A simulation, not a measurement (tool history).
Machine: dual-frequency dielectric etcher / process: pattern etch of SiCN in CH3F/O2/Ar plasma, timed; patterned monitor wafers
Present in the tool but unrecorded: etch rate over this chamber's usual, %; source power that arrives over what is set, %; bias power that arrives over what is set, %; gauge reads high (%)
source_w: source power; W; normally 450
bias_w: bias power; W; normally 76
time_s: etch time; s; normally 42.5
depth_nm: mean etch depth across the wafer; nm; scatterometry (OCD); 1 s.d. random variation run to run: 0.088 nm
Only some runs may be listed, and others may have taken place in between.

run,hour,source_w,bias_w,time_s,wafers since the last listed run,hours since the last wet clean,hours since the last source power generator calibration,hours since the last bias power generator calibration,hours since the last upper electrode change,hours since the gauge calibration,"read-back reference wafer on the same gauge, depth_nm",depth_nm
1,0.0,490,76,45.5,0,390.4,2544.7,2713.8,3098.9,1897.5,17.89,19.86
2,73.9,450,76,36.0,831,464.3,2618.6,2787.7,3172.8,1971.4,17.90,15.27
3,116.0,450,76,36.0,473,506.4,2660.7,2829.8,3214.9,2013.5,17.90,15.32
# hour 158.6: wet clean of the chamber
4,203.1,450,61,42.5,709,44.5,2747.8,2916.9,3302.0,2100.6,17.94,15.67
5,374.4,450,61,42.5,1927,215.8,2919.1,3088.2,3473.3,2271.9,17.89,16.02
6,432.3,430,76,52.0,651,273.7,2977.0,3146.1,3531.2,2329.8,17.89,21.58
7,501.7,430,76,52.0,780,343.1,3046.4,3215.5,3600.6,2399.2,17.91,21.44
8,593.5,480,76,42.5,1032,434.9,3138.2,3307.3,3692.4,2491.0,17.94,18.54
9,698.5,480,76,42.5,1181,539.9,3243.2,3412.3,3797.4,2596.0,17.88,18.65
# hour 742.0: wet clean of the chamber
10,747.1,400,69,42.5,276,5.1,3291.8,3460.9,3846.0,2644.6,17.92,16.00
11,810.9,540,88,31.5,717,68.9,3355.6,3524.7,3909.8,2708.4,17.89,15.19
# hour 889.2: gauge calibrated
12,898.8,450,76,49.0,989,156.8,3443.5,3612.6,3997.7,9.6,17.88,20.55
13,967.0,450,62,29.5,767,225.0,3511.7,3680.8,4065.9,77.8,17.91,11.20
14,1015.0,550,76,42.5,540,273.0,3559.7,3728.8,4113.9,125.8,17.90,19.10
# hour 1106.6: bias power generator calibrated
15,1109.9,480,76,30.5,1022,367.9,3654.6,3.3,4208.8,220.7,17.91,13.18
16,1176.6,450,76,42.5,750,434.6,3721.3,70.0,4275.5,287.4,17.92,18.11
17,1221.7,410,76,42.5,507,479.7,3766.4,115.1,4320.6,332.5,17.90,17.44
18,1274.1,490,76,47.5,589,532.1,3818.8,167.5,4373.0,384.9,17.89,20.91
# hour 1456.7: wet clean of the chamber
19,1480.6,450,76,42.5,2053,23.9,4025.3,374.0,4579.5,591.4,17.90,17.60
20,1675.1,400,69,42.5,2188,218.4,4219.8,568.5,4774.0,785.9,17.90,16.26
21,1769.4,480,76,48.5,1061,312.7,4314.1,662.8,4868.3,880.2,17.91,20.92
22,1863.1,530,61,34.0,1054,406.4,4407.8,756.5,4962.0,973.9,17.89,13.72
# hour 1871.8: source power generator calibrated
23,1953.9,370,76,30.5,976,497.2,82.1,847.3,5052.8,1064.7,17.89,12.01
# hour 1991.1: upper electrode replaced
24,1992.1,380,82,32.0,159,535.4,120.3,885.5,1.0,1102.9,17.90,13.28
25,2061.6,450,76,42.5,781,604.9,189.8,955.0,70.5,1172.4,17.88,18.32
# hour 2100.9: wet clean of the chamber
26,2380.3,500,93,42.5,3315,279.4,508.5,1273.7,389.2,1491.1,17.92,20.57
27,2522.5,400,67,42.5,1599,421.6,650.7,1415.9,531.4,1633.3,17.91,16.18
28,2587.5,400,90,53.5,731,486.6,715.7,1480.9,596.4,1698.3,17.90,23.73
29,2683.7,370,76,30.5,1082,582.8,811.9,1577.1,692.6,1794.5,17.90,12.16

For some of the steps in depth_nm from one run to the next: how much would appear even if the tool had no hidden state, given the settings, what came in and random variation, and how much remains for the hidden state plus any gauge scatter that the measured result and the result without hidden state don't share?
Run 9 -> 10: source_w 480 -> 400, bias_w 76 -> 69, wet clean of the chamber. depth_nm -2.65 nm: hidden state -0.53, all else -2.12.
Run 12 -> 13: bias_w 76 -> 62, time_s 49.0 -> 29.5. depth_nm -9.35 nm: hidden state -0.02, all else -9.33.
Run 18 -> 19: source_w 490 -> 450, time_s 47.5 -> 42.5, wet clean of the chamber. depth_nm -3.31 nm: hidden state -0.61, all else -2.70.
Run 28 -> 29: source_w 400 -> 370, bias_w 90 -> 76, time_s 53.5 -> 30.5. depth_nm -11.57 nm: hidden state -0.22, all else -11.35.
